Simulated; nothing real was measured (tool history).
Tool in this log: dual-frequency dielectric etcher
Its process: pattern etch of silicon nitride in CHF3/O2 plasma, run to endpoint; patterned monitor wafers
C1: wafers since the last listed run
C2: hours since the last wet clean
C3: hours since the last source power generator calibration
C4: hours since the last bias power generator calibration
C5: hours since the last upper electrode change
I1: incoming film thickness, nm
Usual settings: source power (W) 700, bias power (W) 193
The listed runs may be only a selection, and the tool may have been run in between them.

run 1 day=0 | source_power_(W)=700 bias_power_(W)=193 | C1=0 C2=334 C3=904.1 C4=2294.5 C5=3746.5 | I1=72.5 | endpoint_time_(s)=43.4
-- day=0.583 wet clean of the chamber
run 2 day=1.029 | source_power_(W)=700 bias_power_(W)=193 | C1=68 C2=10.7 C3=928.8 C4=2319.2 C5=3771.2 | I1=73.7 | endpoint_time_(s)=42.9
run 3 day=1.808 | source_power_(W)=700 bias_power_(W)=193 | C1=119 C2=29.4 C3=947.5 C4=2337.9 C5=3789.9 | I1=73.8 | endpoint_time_(s)=42.8
run 4 day=2.604 | source_power_(W)=700 bias_power_(W)=193 | C1=122 C2=48.5 C3=966.6 C4=2357 C5=3809 | I1=73.7 | endpoint_time_(s)=42.8
run 5 day=4.046 | source_power_(W)=700 bias_power_(W)=193 | C1=221 C2=83.1 C3=1001.2 C4=2391.6 C5=3843.6 | I1=73 | endpoint_time_(s)=42.7
run 6 day=5.542 | source_power_(W)=700 bias_power_(W)=193 | C1=229 C2=119 C3=1037.1 C4=2427.5 C5=3879.5 | I1=73.7 | endpoint_time_(s)=43
run 7 day=6.596 | source_power_(W)=700 bias_power_(W)=193 | C1=161 C2=144.3 C3=1062.4 C4=2452.8 C5=3904.8 | I1=73.4 | endpoint_time_(s)=42.9
run 8 day=7.825 | source_power_(W)=700 bias_power_(W)=193 | C1=188 C2=173.8 C3=1091.9 C4=2482.3 C5=3934.3 | I1=73 | endpoint_time_(s)=42.9
run 9 day=12 | source_power_(W)=700 bias_power_(W)=193 | C1=641 C2=274 C3=1192.1 C4=2582.5 C5=4034.5 | I1=73 | endpoint_time_(s)=43
run 10 day=12.929 | source_power_(W)=750 bias_power_(W)=193 | C1=142 C2=296.3 C3=1214.4 C4=2604.8 C5=4056.8 | I1=72.7 | endpoint_time_(s)=41.7
run 11 day=13.704 | source_power_(W)=700 bias_power_(W)=193 | C1=119 C2=314.9 C3=1233 C4=2623.4 C5=4075.4 | I1=73.1 | endpoint_time_(s)=43.4
-- day=15.504 wet clean of the chamber
run 12 day=15.525 | source_power_(W)=700 bias_power_(W)=193 | C1=126 C2=0.5 C3=1276.7 C4=2667.1 C5=4119.1 | I1=73.3 | endpoint_time_(s)=42.5
run 13 day=16.438 | source_power_(W)=700 bias_power_(W)=193 | C1=140 C2=22.4 C3=1298.6 C4=2689 C5=4141 | I1=73.2 | endpoint_time_(s)=42.7
run 14 day=17.471 | source_power_(W)=700 bias_power_(W)=193 | C1=158 C2=47.2 C3=1323.4 C4=2713.8 C5=4165.8 | I1=74 | endpoint_time_(s)=43.2
-- day=18.188 source power generator calibrated
run 15 day=18.821 | source_power_(W)=600 bias_power_(W)=225 | C1=181 C2=79.6 C3=15.2 C4=2746.2 C5=4198.2 | I1=73.6 | endpoint_time_(s)=44
-- day=20.692 upper electrode replaced
run 16 day=20.712 | source_power_(W)=640 bias_power_(W)=148 | C1=136 C2=125 C3=60.6 C4=2791.6 C5=0.5 | I1=73.8 | endpoint_time_(s)=50.3
run 17 day=21.612 | source_power_(W)=750 bias_power_(W)=193 | C1=138 C2=146.6 C3=82.2 C4=2813.2 C5=22.1 | I1=73 | endpoint_time_(s)=42.1
-- day=23.021 bias power generator calibrated
run 18 day=23.042 | source_power_(W)=700 bias_power_(W)=222 | C1=193 C2=180.9 C3=116.5 C4=0.5 C5=56.4 | I1=73.7 | endpoint_time_(s)=41.7
run 19 day=24.071 | source_power_(W)=810 bias_power_(W)=217 | C1=158 C2=205.6 C3=141.2 C4=25.2 C5=81.1 | I1=73.7 | endpoint_time_(s)=39.4
run 20 day=24.738 | source_power_(W)=610 bias_power_(W)=218 | C1=102 C2=221.6 C3=157.2 C4=41.2 C5=97.1 | I1=73.8 | endpoint_time_(s)=44.7
run 21 day=25.612 | source_power_(W)=650 bias_power_(W)=193 | C1=134 C2=242.6 C3=178.2 C4=62.2 C5=118.1 | I1=73.5 | endpoint_time_(s)=45.4
run 22 day=26.617 | source_power_(W)=590 bias_power_(W)=156 | C1=154 C2=266.7 C3=202.3 C4=86.3 C5=142.2 | I1=73.1 | endpoint_time_(s)=51.5
run 23 day=27.592 | source_power_(W)=700 bias_power_(W)=193 | C1=149 C2=290.1 C3=225.7 C4=109.7 C5=165.6 | I1=73.7 | endpoint_time_(s)=44.4
run 24 day=28.142 | source_power_(W)=820 bias_power_(W)=193 | C1=84 C2=303.3 C3=238.9 C4=122.9 C5=178.8 | I1=74.2 | endpoint_time_(s)=41.8
run 25 day=28.929 | source_power_(W)=700 bias_power_(W)=240 | C1=120 C2=322.2 C3=257.8 C4=141.8 C5=197.7 | I1=73.6 | endpoint_time_(s)=40.8
run 26 day=30.35 | source_power_(W)=590 bias_power_(W)=156 | C1=218 C2=356.3 C3=291.9 C4=175.9 C5=231.8 | I1=73.3 | endpoint_time_(s)=51.9
-- day=32.354 wet clean of the chamber
run 27 day=32.375 | source_power_(W)=700 bias_power_(W)=193 | C1=157 C2=0.5 C3=340.5 C4=224.5 C5=280.4 | I1=74.4 | endpoint_time_(s)=43.6
run 28 day=32.625 | source_power_(W)=860 bias_power_(W)=211 | C1=38 C2=6.5 C3=346.5 C4=230.5 C5=286.4 | I1=73.3 | endpoint_time_(s)=37.9
run 29 day=33.871 | source_power_(W)=630 bias_power_(W)=211 | C1=191 C2=36.4 C3=376.4 C4=260.4 C5=316.3 | I1=73.2 | endpoint_time_(s)=43.4

Results for each run, recomputed without the tool's hidden state and with each run's random variation untouched:
The hidden state here: etch rate over this chamber's usual, %; source power that arrives over what is set, %; bias power that arrives over what is set, %.
run=1 endpoint_time_(s)=42.7
run=2 endpoint_time_(s)=43.6
run=3 endpoint_time_(s)=43.4
run=4 endpoint_time_(s)=43.4
run=5 endpoint_time_(s)=43.1
run=6 endpoint_time_(s)=43.4
run=7 endpoint_time_(s)=43.3
run=8 endpoint_time_(s)=43.1
run=9 endpoint_time_(s)=42.9
run=10 endpoint_time_(s)=41.6
run=11 endpoint_time_(s)=43.3
run=12 endpoint_time_(s)=43.1
run=13 endpoint_time_(s)=43.3
run=14 endpoint_time_(s)=43.7
run=15 endpoint_time_(s)=43.7
run=16 endpoint_time_(s)=49.8
run=17 endpoint_time_(s)=41.7
run=18 endpoint_time_(s)=41.1
run=19 endpoint_time_(s)=38.8
run=20 endpoint_time_(s)=44.1
run=21 endpoint_time_(s)=44.7
run=22 endpoint_time_(s)=50.6
run=23 endpoint_time_(s)=43.5
run=24 endpoint_time_(s)=40.9
run=25 endpoint_time_(s)=40
run=26 endpoint_time_(s)=50.7
run=27 endpoint_time_(s)=43.8
run=28 endpoint_time_(s)=38.1
run=29 endpoint_time_(s)=43.6
